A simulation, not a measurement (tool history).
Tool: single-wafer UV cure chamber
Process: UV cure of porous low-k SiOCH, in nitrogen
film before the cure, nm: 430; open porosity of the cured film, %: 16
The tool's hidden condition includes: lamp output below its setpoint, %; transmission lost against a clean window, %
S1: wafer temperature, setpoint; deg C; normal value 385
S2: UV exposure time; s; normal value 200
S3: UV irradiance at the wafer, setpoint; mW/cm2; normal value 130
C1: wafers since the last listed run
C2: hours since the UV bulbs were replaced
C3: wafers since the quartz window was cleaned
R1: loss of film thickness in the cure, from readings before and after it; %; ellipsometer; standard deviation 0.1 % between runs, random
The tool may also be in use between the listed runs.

run     day   S1   S2   S3   C1      C2    C3      R1
  1       0  385  200  130    0  1692.2  2546  10.497
  2   1.508  385  200  130  111  1728.4  2658  10.469
  3   3.571  385  200  130  152  1777.9  2810  10.399
  4   6.862  385  200  130  243  1856.9  3054  10.525
  5   11.15  385  200  130  317  1959.8  3372  10.224
  6  14.538  385  200  130  250  2041.1  3623  10.102
  7  18.688  385  200  130  307  2140.7  3930  10.144
     22.125  -- quartz window cleaned
  8  22.146  394  200  130  231  2223.7     1   9.829
  9  24.583  394  200  130  180  2282.2   182   9.784
 10  28.079  394  200  130  258  2366.1   441   9.686
 11  30.504  385  200  130  179  2424.3   620   9.457
 12  33.942  385  305  148  254  2506.8   875  11.854
     35.754  -- quartz window cleaned, repeated, since the last time left the tool worse
 13  36.729  368  160  166  181  2573.7    72  10.553
 14  40.996  399  120  104  316  2676.1   388   7.881
 15  42.908  368  230  107  141    2722   530  10.208
 16  45.925  385  125  108  223  2794.4   753     7.9
     46.758  -- UV bulbs replaced
 17  49.846  385  130  130  265    74.1  1019    8.84
 18  52.158  398  200  130  171   129.6  1190  11.102
 19  55.038  385  200  130  213   198.7  1404  10.639
 20  57.538  394  200  130  185   258.7  1589  10.858
 21  60.754  404  285  150  238   335.9  1827  13.107
 22  62.771  385  200  130  149   384.3  1976  10.564
 23  64.692  385  200  130  142   430.4  2119  10.498

Here are 5 independent what-if runs from the current tool condition. What would each one return?
  A  64.712  385  200  130   1  430.9  2120   ?
  B  64.712  393  135  130   1  430.9  2120   ?
  C  64.712  373   95  116   1  430.9  2120   ?
  D  64.712  399  200  130   1  430.9  2120   ?
  E  64.712  373  200  116   1  430.9  2120   ?

run      R1
  A   10.58
  B   9.038
  C   6.852
  D  10.822
  E   9.875
What these runs would have given with no unlogged condition in the tool:
run      R1
  A  10.875
  B   9.318
  C    7.11
  D  11.118
  E  10.163
